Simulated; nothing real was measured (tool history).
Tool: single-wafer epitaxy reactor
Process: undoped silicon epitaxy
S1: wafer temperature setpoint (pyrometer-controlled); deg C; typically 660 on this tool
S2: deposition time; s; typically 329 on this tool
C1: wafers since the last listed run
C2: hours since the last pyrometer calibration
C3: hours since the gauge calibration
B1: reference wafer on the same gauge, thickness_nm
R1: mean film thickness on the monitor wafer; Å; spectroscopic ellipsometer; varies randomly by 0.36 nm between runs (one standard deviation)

{"run": 1, "hour": 0.0, "S1": 649, "S2": 329, "C1": 0, "C2": 2409.3, "C3": 1929.2, "B1": 60.224, "R1": 594.81}
{"run": 2, "hour": 41.1, "S1": 649, "S2": 329, "C1": 310, "C2": 2450.4, "C3": 1970.3, "B1": 60.147, "R1": 604.36}
{"run": 3, "hour": 84.8, "S1": 649, "S2": 329, "C1": 330, "C2": 2494.1, "C3": 2014.0, "B1": 60.237, "R1": 602.46}
{"run": 4, "hour": 191.3, "S1": 660, "S2": 329, "C1": 805, "C2": 2600.6, "C3": 2120.5, "B1": 60.085, "R1": 744.51}
{"run": 5, "hour": 230.5, "S1": 660, "S2": 329, "C1": 296, "C2": 2639.8, "C3": 2159.7, "B1": 60.23, "R1": 743.76}
{"run": 6, "hour": 270.3, "S1": 660, "S2": 329, "C1": 301, "C2": 2679.6, "C3": 2199.5, "B1": 60.336, "R1": 748.91}
{"run": 7, "hour": 341.9, "S1": 660, "S2": 329, "C1": 541, "C2": 2751.2, "C3": 2271.1, "B1": 60.175, "R1": 741.82}
{"run": 8, "hour": 421.9, "S1": 660, "S2": 329, "C1": 605, "C2": 2831.2, "C3": 2351.1, "B1": 60.204, "R1": 748.35}
{"run": 9, "hour": 480.7, "S1": 660, "S2": 329, "C1": 444, "C2": 2890.0, "C3": 2409.9, "B1": 60.035, "R1": 745.15}
{"run": 10, "hour": 522.8, "S1": 660, "S2": 329, "C1": 318, "C2": 2932.1, "C3": 2452.0, "B1": 60.183, "R1": 744.37}
{"run": 11, "hour": 562.7, "S1": 660, "S2": 329, "C1": 301, "C2": 2972.0, "C3": 2491.9, "B1": 60.157, "R1": 746.99}
{"run": 12, "hour": 615.8, "S1": 660, "S2": 329, "C1": 401, "C2": 3025.1, "C3": 2545.0, "B1": 60.238, "R1": 743.67}
{"hour": 659.1, "done": "gauge calibrated"}
{"run": 13, "hour": 679.3, "S1": 660, "S2": 377, "C1": 480, "C2": 3088.6, "C3": 20.2, "B1": 60.269, "R1": 860.42}
{"hour": 778.8, "done": "pyrometer calibrated"}
{"run": 14, "hour": 786.1, "S1": 660, "S2": 377, "C1": 747, "C2": 7.3, "C3": 127.0, "B1": 60.144, "R1": 811.98}
{"run": 15, "hour": 839.1, "S1": 660, "S2": 383, "C1": 401, "C2": 60.3, "C3": 180.0, "B1": 60.151, "R1": 820.43}
{"run": 16, "hour": 879.3, "S1": 660, "S2": 329, "C1": 304, "C2": 100.5, "C3": 220.2, "B1": 60.259, "R1": 708.5}
{"run": 17, "hour": 954.7, "S1": 675, "S2": 301, "C1": 570, "C2": 175.9, "C3": 295.6, "B1": 60.159, "R1": 866.84}
{"run": 18, "hour": 1020.0, "S1": 665, "S2": 329, "C1": 494, "C2": 241.2, "C3": 360.9, "B1": 60.209, "R1": 778.34}
{"run": 19, "hour": 1126.2, "S1": 651, "S2": 393, "C1": 803, "C2": 347.4, "C3": 467.1, "B1": 60.117, "R1": 712.03}
{"run": 20, "hour": 1187.1, "S1": 673, "S2": 277, "C1": 460, "C2": 408.3, "C3": 528.0, "B1": 60.238, "R1": 767.47}
{"run": 21, "hour": 1286.8, "S1": 660, "S2": 329, "C1": 754, "C2": 508.0, "C3": 627.7, "B1": 60.123, "R1": 712.19}
{"run": 22, "hour": 1339.8, "S1": 660, "S2": 329, "C1": 401, "C2": 561.0, "C3": 680.7, "B1": 60.276, "R1": 711.52}
{"run": 23, "hour": 1423.6, "S1": 660, "S2": 329, "C1": 634, "C2": 644.8, "C3": 764.5, "B1": 60.115, "R1": 716.47}
{"run": 24, "hour": 1491.5, "S1": 660, "S2": 384, "C1": 513, "C2": 712.7, "C3": 832.4, "B1": 60.182, "R1": 839.05}
{"run": 25, "hour": 1587.5, "S1": 660, "S2": 329, "C1": 726, "C2": 808.7, "C3": 928.4, "B1": 60.184, "R1": 709.21}
{"run": 26, "hour": 1651.5, "S1": 660, "S2": 329, "C1": 484, "C2": 872.7, "C3": 992.4, "B1": 60.118, "R1": 718.58}
{"run": 27, "hour": 1788.4, "S1": 671, "S2": 376, "C1": 1035, "C2": 1009.6, "C3": 1129.3, "B1": 60.234, "R1": 1014.53}
{"run": 28, "hour": 1885.7, "S1": 675, "S2": 361, "C1": 736, "C2": 1106.9, "C3": 1226.6, "B1": 60.125, "R1": 1048.88}

List, for all runs, the conditions of the tool that the log does not record:
gauge reads high (%): 0 in every run
H1: wafer temperature above the value expected at the setpoint (K)
run=1 H1=2.05
run=2 H1=2.08
run=3 H1=2.12
run=4 H1=2.21
run=5 H1=2.24
run=6 H1=2.27
run=7 H1=2.33
run=8 H1=2.4
run=9 H1=2.44
run=10 H1=2.48
run=11 H1=2.51
run=12 H1=2.56
run=13 H1=2.61
run=14 H1=-0.41
run=15 H1=-0.367
run=16 H1=-0.334
run=17 H1=-0.272
run=18 H1=-0.218
run=19 H1=-0.132
run=20 H1=-0.0817
run=21 H1=-0.0000753
run=22 H1=0.0433
run=23 H1=0.112
run=24 H1=0.167
run=25 H1=0.246
run=26 H1=0.298
run=27 H1=0.411
run=28 H1=0.49

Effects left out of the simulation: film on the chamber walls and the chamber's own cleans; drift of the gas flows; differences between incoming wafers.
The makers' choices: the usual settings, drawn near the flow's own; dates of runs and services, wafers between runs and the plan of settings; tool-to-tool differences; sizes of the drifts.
